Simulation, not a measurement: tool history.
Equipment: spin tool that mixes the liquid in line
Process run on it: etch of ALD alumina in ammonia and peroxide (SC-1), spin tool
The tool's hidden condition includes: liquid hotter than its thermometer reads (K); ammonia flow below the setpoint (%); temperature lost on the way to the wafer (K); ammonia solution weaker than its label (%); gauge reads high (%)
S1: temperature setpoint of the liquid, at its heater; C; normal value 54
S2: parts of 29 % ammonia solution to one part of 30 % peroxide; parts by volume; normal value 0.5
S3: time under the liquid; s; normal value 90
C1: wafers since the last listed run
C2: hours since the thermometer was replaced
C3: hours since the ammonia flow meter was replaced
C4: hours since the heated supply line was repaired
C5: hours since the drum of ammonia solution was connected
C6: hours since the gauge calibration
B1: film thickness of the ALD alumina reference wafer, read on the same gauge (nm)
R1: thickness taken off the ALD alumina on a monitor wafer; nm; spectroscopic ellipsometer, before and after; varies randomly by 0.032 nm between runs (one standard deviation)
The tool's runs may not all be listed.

run	hour	S1	S2	S3	C1	C2	C3	C4	C5	C6	B1	R1
1	0	57	0.5	90	0	1308.6	552.1	2515.3	408	79.5	80.02	7.25
2	15.8	57	0.5	90	109	1324.4	567.9	2531.1	423.8	95.3	80.03	7.27
3	25.9	57	0.5	90	70	1334.5	578	2541.2	433.9	105.4	80.03	7.19
4	38.9	54	0.5	90	90	1347.5	591	2554.2	446.9	118.4	80	6.17
5	56	54	0.5	90	118	1364.6	608.1	2571.3	464	135.5	79.99	6.16
6	65.1	54	0.5	90	63	1373.7	617.2	2580.4	473.1	144.6	79.99	6.14
# hour 73.9: heated supply line repaired
7	81.9	54	0.7	90	109	1390.5	634	8	489.9	161.4	80.03	6.34
8	97.8	54	0.45	90	110	1406.4	649.9	23.9	505.8	177.3	80.01	6.17
9	109.7	54	0.5	75	82	1418.3	661.8	35.8	517.7	189.2	80.02	5.15
# hour 113.7: ammonia flow meter replaced
# hour 123.6: thermometer replaced
10	127.5	54	0.5	90	109	3.9	13.8	53.6	535.5	207	80.02	6.13
# hour 132.3: new drum of ammonia solution connected
11	135.1	64	0.65	90	45	11.5	21.4	61.2	2.8	214.6	79.98	10.67
12	147.7	62.5	0.7	90	87	24.1	34	73.8	15.4	227.2	80.05	9.9
13	161.2	54	0.3	50	93	37.6	47.5	87.3	28.9	240.7	80.03	3.26
# hour 162.7: gauge calibrated
14	176.1	58.5	0.7	110	103	52.5	62.4	102.2	43.8	13.4	80.02	9.87
15	191.1	54	0.5	90	104	67.5	77.4	117.2	58.8	28.4	80.02	6.22
16	204	44	0.35	90	89	80.4	90.3	130.1	71.7	41.3	79.99	3.43
17	213	54	0.4	135	62	89.4	99.3	139.1	80.7	50.3	79.97	8.99
18	229.7	54	0.35	90	116	106.1	116	155.8	97.4	67	79.99	5.9

Take each entry between the runs: how does the hidden state at the last listed run before it differ from the hidden state at the first listed run after it?
From run 6 to run 7: heated supply line repaired (hour 73.9)
  the hidden state is the same at both runs
From run 9 to run 10: ammonia flow meter replaced (hour 113.7); thermometer replaced (hour 123.6)
  the hidden state is the same at both runs
From run 10 to run 11: new drum of ammonia solution connected (hour 132.3)
  the hidden state is the same at both runs
From run 13 to run 14: gauge calibrated (hour 162.7)
  the hidden state is the same at both runs
